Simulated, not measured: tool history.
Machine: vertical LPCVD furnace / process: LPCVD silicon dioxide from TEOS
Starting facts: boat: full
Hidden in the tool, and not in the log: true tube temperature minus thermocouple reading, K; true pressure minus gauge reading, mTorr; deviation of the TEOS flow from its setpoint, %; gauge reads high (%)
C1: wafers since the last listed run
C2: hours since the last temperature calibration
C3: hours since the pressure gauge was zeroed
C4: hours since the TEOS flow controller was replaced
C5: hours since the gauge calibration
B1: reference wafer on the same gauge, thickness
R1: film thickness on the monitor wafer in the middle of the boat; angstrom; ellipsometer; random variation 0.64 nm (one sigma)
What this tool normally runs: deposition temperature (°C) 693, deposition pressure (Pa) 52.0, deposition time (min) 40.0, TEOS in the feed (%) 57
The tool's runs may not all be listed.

Run 1, hour 0.0: usual settings; C1 0; C2 1928.7; C3 4734.4; C4 5223.5; C5 320.4; B1 286.11. Result: R1 2766.0 angstrom.
Run 2, hour 34.9: usual settings; C1 398; C2 1963.6; C3 4769.3; C4 5258.4; C5 355.3; B1 286.33. Result: R1 2769.2 angstrom.
Run 3, hour 58.1: usual settings; C1 264; C2 1986.8; C3 4792.5; C4 5281.6; C5 378.5; B1 285.85. Result: R1 2772.3 angstrom.
Run 4, hour 73.8: usual settings; C1 179; C2 2002.5; C3 4808.2; C4 5297.3; C5 394.2; B1 285.87. Result: R1 2763.4 angstrom.
Run 5, hour 92.1: usual settings; C1 208; C2 2020.8; C3 4826.5; C4 5315.6; C5 412.5; B1 286.10. Result: R1 2766.1 angstrom.
Run 6, hour 118.3: usual settings; C1 298; C2 2047.0; C3 4852.7; C4 5341.8; C5 438.7; B1 285.76. Result: R1 2769.7 angstrom.
Run 7, hour 154.2: usual settings; C1 409; C2 2082.9; C3 4888.6; C4 5377.7; C5 474.6; B1 286.11. Result: R1 2770.9 angstrom.
Run 8, hour 185.4: usual settings; C1 355; C2 2114.1; C3 4919.8; C4 5408.9; C5 505.8; B1 286.09. Result: R1 2768.6 angstrom.
Run 9, hour 220.1: usual settings; C1 395; C2 2148.8; C3 4954.5; C4 5443.6; C5 540.5; B1 285.99. Result: R1 2768.0 angstrom.
At hour 269.5: thermocouples replaced and temperature profile calibrated.
Run 10, hour 270.0: usual settings; C1 295; C2 0.5; C3 5004.4; C4 5493.5; C5 590.4; B1 286.00. Result: R1 2564.3 angstrom.
Run 11, hour 274.8: usual settings; C1 54; C2 5.3; C3 5009.2; C4 5498.3; C5 595.2; B1 286.36. Result: R1 2562.5 angstrom.
Run 12, hour 297.5: usual settings but deposition temperature (°C) 697, deposition pressure (Pa) 56.0, deposition time (min) 48.5; C1 258; C2 28.0; C3 5031.9; C4 5521.0; C5 617.9; B1 286.05. Result: R1 3548.5 angstrom.
At hour 336.2: gauge calibrated.
At hour 340.4: pressure gauge zeroed.
Run 13, hour 340.9: usual settings but deposition time (min) 26.5; C1 221; C2 71.4; C3 0.5; C4 5564.4; C5 4.7; B1 285.94. Result: R1 1710.9 angstrom.
Run 14, hour 345.0: usual settings but deposition pressure (Pa) 62.0; C1 46; C2 75.5; C3 4.6; C4 5568.5; C5 8.8; B1 286.23. Result: R1 2825.8 angstrom.
Run 15, hour 375.9: usual settings; C1 352; C2 106.4; C3 35.5; C4 5599.4; C5 39.7; B1 286.23. Result: R1 2596.1 angstrom.
Run 16, hour 400.9: usual settings; C1 285; C2 131.4; C3 60.5; C4 5624.4; C5 64.7; B1 285.90. Result: R1 2607.2 angstrom.
At hour 456.8: TEOS flow controller replaced.
Run 17, hour 457.3: usual settings but deposition pressure (Pa) 63.3, TEOS in the feed (%) 65; C1 369; C2 187.8; C3 116.9; C4 0.5; C5 121.1; B1 286.09. Result: R1 3073.7 angstrom.
Run 18, hour 468.0: usual settings but deposition temperature (°C) 688, deposition pressure (Pa) 40.7, deposition time (min) 31.5; C1 122; C2 198.5; C3 127.6; C4 11.2; C5 131.8; B1 286.01. Result: R1 1615.3 angstrom.
Run 19, hour 486.7: usual settings; C1 213; C2 217.2; C3 146.3; C4 29.9; C5 150.5; B1 286.20. Result: R1 2614.0 angstrom.
Run 20, hour 519.6: usual settings but deposition temperature (°C) 703, TEOS in the feed (%) 52; C1 375; C2 250.1; C3 179.2; C4 62.8; C5 183.4; B1 286.08. Result: R1 3172.0 angstrom.
Run 21, hour 535.3: usual settings but deposition temperature (°C) 702; C1 179; C2 265.8; C3 194.9; C4 78.5; C5 199.1; B1 286.14. Result: R1 3257.1 angstrom.
Run 22, hour 610.3: usual settings but deposition temperature (°C) 690, TEOS in the feed (%) 51; C1 855; C2 340.8; C3 269.9; C4 153.5; C5 274.1; B1 286.12. Result: R1 2332.3 angstrom.

Here are 5 independent what-if runs from the current tool condition. What would each one return?
Run A, hour 614.5: usual settings but TEOS in the feed (%) 50; C1 47; C2 345.0; C3 274.1; C4 157.7; C5 278.3; B1 ?. Result: R1 ?.
Run B, hour 614.5: usual settings but deposition temperature (°C) 705, deposition pressure (Pa) 64.0; C1 47; C2 345.0; C3 274.1; C4 157.7; C5 278.3; B1 ?. Result: R1 ?.
Run C, hour 614.5: usual settings but deposition temperature (°C) 701, deposition pressure (Pa) 61.3, TEOS in the feed (%) 52; C1 47; C2 345.0; C3 274.1; C4 157.7; C5 278.3; B1 ?. Result: R1 ?.
Run D, hour 614.5: usual settings but deposition pressure (Pa) 44.0; C1 47; C2 345.0; C3 274.1; C4 157.7; C5 278.3; B1 ?. Result: R1 ?.
Run E, hour 614.5: usual settings but deposition temperature (°C) 687, deposition pressure (Pa) 63.3, TEOS in the feed (%) 62; C1 47; C2 345.0; C3 274.1; C4 157.7; C5 278.3; B1 ?. Result: R1 ?.

run      B1      R1
  A  285.58  2481.7
  B  285.58  3884.2
  C  285.58  3312.3
  D  285.58  2437.4
  E  285.58  2646.2
Take away the tool's hidden state, keep each run's random variation, and the runs would have read:
run      R1
  A  2377.4
  B  3724.8
  C  3175.2
  D  2334.9
  E  2533.6
